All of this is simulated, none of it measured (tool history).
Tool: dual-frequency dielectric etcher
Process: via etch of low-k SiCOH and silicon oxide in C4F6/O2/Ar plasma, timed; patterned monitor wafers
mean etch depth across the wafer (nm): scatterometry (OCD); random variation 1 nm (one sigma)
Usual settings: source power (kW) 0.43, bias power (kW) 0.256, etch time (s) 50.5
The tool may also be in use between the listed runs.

run    hour  source power (kW)  bias power (kW)  etch time (s)  wafers since the last listed run  hours since the last wet clean  hours since the last source power generator calibration  hours since the last bias power generator calibration  hours since the last upper electrode change  hours since the gauge calibration  read-back reference wafer on the same gauge, depth_nm  mean etch depth across the wafer (nm)
  1       0               0.43            0.256           50.5                                 0                           392.9                                                   1170.6                                                   51.8                                       2817.1                             1311.9                                                  186.3                                  163.1
       63.7  -- wet clean of the chamber
  2    72.6               0.43            0.256           50.5                               363                             8.9                                                   1243.2                                                  124.4                                       2889.7                             1384.5                                                  186.1                                  164.2
  3   165.9               0.43            0.292           50.5                               698                           102.2                                                   1336.5                                                  217.7                                         2983                             1477.8                                                  185.4                                  175.7
  4   219.5               0.43            0.292           50.5                               401                           155.8                                                   1390.1                                                  271.3                                       3036.6                             1531.4                                                  185.6                                    174
  5   276.8               0.39            0.256           50.5                               428                           213.1                                                   1447.4                                                  328.6                                       3093.9                             1588.7                                                  186.2                                  156.9
  6   500.8               0.43            0.256           50.5                              1675                           437.1                                                   1671.4                                                  552.6                                       3317.9                             1812.7                                                  186.2                                  165.1
      539.7  -- wet clean of the chamber
  7   544.8               0.43            0.256           50.5                               149                             5.1                                                   1715.4                                                  596.6                                       3361.9                             1856.7                                                  186.3                                  163.5
  8   622.6               0.43            0.256           50.5                               582                            82.9                                                   1793.2                                                  674.4                                       3439.7                             1934.5                                                  186.1                                  162.5
      624.9  -- gauge calibrated
      661.1  -- upper electrode replaced
  9   682.3               0.43            0.256           50.5                               267                           142.6                                                   1852.9                                                  734.1                                         21.2                               57.4                                                  186.1                                  163.1
 10   728.6                0.4            0.256           46.5                               346                           188.9                                                   1899.2                                                  780.4                                         67.5                              103.7                                                  186.1                                  148.5
 11   817.9               0.43            0.256           50.5                               668                           278.2                                                   1988.5                                                  869.7                                        156.8                                193                                                  186.4                                  162.3
 12   894.2               0.47            0.256             61                               570                           354.5                                                   2064.8                                                    946                                        233.1                              269.3                                                  185.9                                  201.5
 13     958               0.43            0.211           50.5                               477                           418.3                                                   2128.6                                                 1009.8                                        296.9                              333.1                                                  185.9                                  147.3
 14  1028.1               0.38            0.276           59.5                               524                           488.4                                                   2198.7                                                 1079.9                                          367                              403.2                                                  186.3                                  192.9
 15  1105.1               0.43            0.235           50.5                               576                           565.4                                                   2275.7                                                 1156.9                                          444                              480.2                                                  186.1                                  155.3
     1149.1  -- wet clean of the chamber
 16  1170.9               0.43            0.239             37                               312                            21.8                                                   2341.5                                                 1222.7                                        509.8                                546                                                  185.9                                  116.4
 17  1209.2               0.43            0.256           57.5                               286                            60.1                                                   2379.8                                                   1261                                        548.1                              584.3                                                  185.3                                  185.3
     1266.9  -- source power generator calibrated
 18  1283.4               0.43            0.256             41                               525                           134.3                                                     16.5                                                 1335.2                                        622.3                              658.5                                                  185.7                                  132.5
 19  1361.3               0.35            0.256           50.5                               582                           212.2                                                     94.4                                                 1413.1                                        700.2                              736.4                                                  185.8                                  152.9
     1366.9  -- bias power generator calibrated
 20  1398.2               0.43            0.256           50.5                               246                           249.1                                                    131.3                                                   31.3                                        737.1                              773.3                                                    186                                  162.3
 21  1481.7               0.43            0.256           50.5                               624                           332.6                                                    214.8                                                  114.8                                        820.6                              856.8                                                  186.3                                  164.3
 22    1582               0.43            0.274           38.5                               750                           432.9                                                    315.1                                                  215.1                                        920.9                              957.1                                                  186.4                                  129.3
 23  1643.5               0.43            0.256           50.5                               460                           494.4                                                    376.6                                                  276.6                                        982.4                             1018.6                                                  185.7                                    162
     1718.7  -- wet clean of the chamber
 24    1743               0.54            0.256           50.5                               564                            24.3                                                    476.1                                                  376.1                                       1081.9                             1118.1                                                  186.8                                  176.6
 25    1781               0.43            0.256             65                               284                            62.3                                                    514.1                                                  414.1                                       1119.9                             1156.1                                                  186.5                                  208.9
 26  1818.1               0.38            0.218           40.5                               277                            99.4                                                    551.2                                                  451.2                                         1157                             1193.2                                                  186.4                                  115.7
 27  1922.5               0.43            0.256           50.5                               781                           203.8                                                    655.6                                                  555.6                                       1261.4                             1297.6                                                  186.1                                  165.4
 28  1995.4               0.53            0.316             65                               545                           276.7                                                    728.5                                                  628.5                                       1334.3                             1370.5                                                  185.9                                  251.6

5 ways to go on from here, each from the tool as it stands after run 28. What would each give?
  A  1995.8               0.43            0.256           50.5                                 2                           277.1                                                    728.9                                                  628.9                                       1334.7                             1370.9                                                      ?                                      ?
  B  1995.8               0.43            0.256             37                                 2                           277.1                                                    728.9                                                  628.9                                       1334.7                             1370.9                                                      ?                                      ?
  C  1995.8               0.43            0.285           50.5                                 2                           277.1                                                    728.9                                                  628.9                                       1334.7                             1370.9                                                      ?                                      ?
  D  1995.8               0.48            0.303           50.5                                 2                           277.1                                                    728.9                                                  628.9                                       1334.7                             1370.9                                                      ?                                      ?
  E  1995.8               0.43            0.305           37.5                                 2                           277.1                                                    728.9                                                  628.9                                       1334.7                             1370.9                                                      ?                                      ?

run  read-back reference wafer on the same gauge, depth_nm  mean etch depth across the wafer (nm)
  A                                                  186.5                                  162.5
  B                                                  186.5                                    119
  C                                                  186.5                                  171.9
  D                                                  186.5                                  183.4
  E                                                  186.5                                  132.1
Without the tool's hidden state the same runs would have given:
run  mean etch depth across the wafer (nm)
  A                                  162.5
  B                                    119
  C                                  171.9
  D                                  183.4
  E                                  132.1

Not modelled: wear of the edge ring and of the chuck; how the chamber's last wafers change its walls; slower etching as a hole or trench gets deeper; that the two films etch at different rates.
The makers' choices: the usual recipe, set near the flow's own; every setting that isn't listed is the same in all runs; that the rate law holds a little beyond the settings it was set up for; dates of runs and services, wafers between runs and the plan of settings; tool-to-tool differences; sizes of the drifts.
